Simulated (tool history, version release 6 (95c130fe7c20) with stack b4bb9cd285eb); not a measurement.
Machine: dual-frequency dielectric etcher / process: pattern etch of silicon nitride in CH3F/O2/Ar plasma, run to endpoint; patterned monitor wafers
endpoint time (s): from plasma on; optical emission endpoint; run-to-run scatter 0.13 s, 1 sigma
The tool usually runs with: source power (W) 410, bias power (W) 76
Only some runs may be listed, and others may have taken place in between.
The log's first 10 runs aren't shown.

run,hour,source power (W),bias power (W),"incoming incoming film thickness, nm",endpoint time (s)
11,558.1,410,76,32.49,43.5
12,613,410,76,32.01,43
13,649.4,410,76,32.34,43.7
14,678.6,410,69,32.74,45.3
# hour 742.5: wet clean of the chamber
# hour 745.3: upper electrode replaced
15,745.8,450,76,32.35,41.5
16,779,450,76,32.33,41.6
17,809.3,320,61,32.18,47.5
18,870.5,350,76,32.46,45.5
# hour 910.4: source power generator calibrated
19,937.8,380,65,32.38,45.8
20,976.3,360,88,32.36,44.3
# hour 998.2: bias power generator calibrated
21,1024.4,410,76,32.36,43.9
22,1088.9,500,89,32.59,41.1
# hour 1122.9: wet clean of the chamber
23,1130.2,450,67,32.2,41.7
24,1166.5,410,76,32.32,42.6
25,1201.1,320,63,32.4,47.2
26,1264.6,460,58,32.72,43.7
27,1465.3,410,76,32.55,44.2
# hour 1525.4: wet clean of the chamber
28,1649.6,340,76,32.94,46.3
29,1720.4,410,70,32.51,44.1
30,1754.7,410,59,32.38,45.4
31,1806.1,380,60,32.47,46.7
32,1840.5,350,91,32.64,45.1

Forecast each of these 3 alternatives for the next run:
A,1840.9,410,76,32.34,?
B,1840.9,480,60,32.34,?
C,1840.9,470,85,32.34,?

run,endpoint time (s)
A,43.8
B,43.4
C,41.3
Without the tool's hidden state the same runs would have given:
run,endpoint time (s)
A,42.3
B,41.9
C,39.8
